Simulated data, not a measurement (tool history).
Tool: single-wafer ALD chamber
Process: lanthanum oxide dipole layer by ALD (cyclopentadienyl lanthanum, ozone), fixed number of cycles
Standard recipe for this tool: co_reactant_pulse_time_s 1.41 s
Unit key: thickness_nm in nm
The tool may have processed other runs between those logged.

run,day,co_reactant_pulse_time_s,"read-back reference wafer on the same gauge, thickness_nm",thickness_nm
1,0.000,1.62,0.598,0.539
2,1.154,1.41,0.598,0.514
3,2.342,1.41,0.598,0.513
4,3.112,1.41,0.598,0.512
5,3.883,1.41,0.598,0.515
6,5.175,1.65,0.598,0.536
7,6.567,1.41,0.598,0.511
8,7.738,1.41,0.598,0.508
9,8.533,1.41,0.598,0.510
# day 9.271: ozone generator serviced
10,9.912,1.70,0.598,0.568
11,11.200,1.70,0.598,0.565
12,11.971,0.93,0.598,0.465
13,12.529,1.85,0.598,0.572
14,13.383,1.68,0.598,0.567
# day 13.946: gauge calibrated
15,14.779,1.88,0.598,0.577
# day 15.683: thermocouple changed; heater temperature recalibrated
16,15.704,1.90,0.598,0.576
17,16.100,0.88,0.598,0.445
18,17.471,1.41,0.598,0.546
# day 19.067: showerhead replaced
19,20.038,1.41,0.598,0.547
20,21.075,1.20,0.598,0.518
21,22.162,1.41,0.598,0.547
22,23.233,1.83,0.598,0.571
23,24.121,1.41,0.598,0.543

What if the next run were any one of these 5? Each begins from the tool's condition after run 23:
A,24.138,1.14,?,?
B,24.138,1.17,?,?
C,24.138,0.99,?,?
D,24.138,1.25,?,?
E,24.138,1.75,?,?

run,"read-back reference wafer on the same gauge, thickness_nm",thickness_nm
A,0.598,0.507
B,0.598,0.512
C,0.598,0.473
D,0.598,0.525
E,0.598,0.568
Stripped of hidden state, with their random variation kept, the same runs would have yielded:
run,thickness_nm
A,0.518
B,0.523
C,0.487
D,0.535
E,0.572

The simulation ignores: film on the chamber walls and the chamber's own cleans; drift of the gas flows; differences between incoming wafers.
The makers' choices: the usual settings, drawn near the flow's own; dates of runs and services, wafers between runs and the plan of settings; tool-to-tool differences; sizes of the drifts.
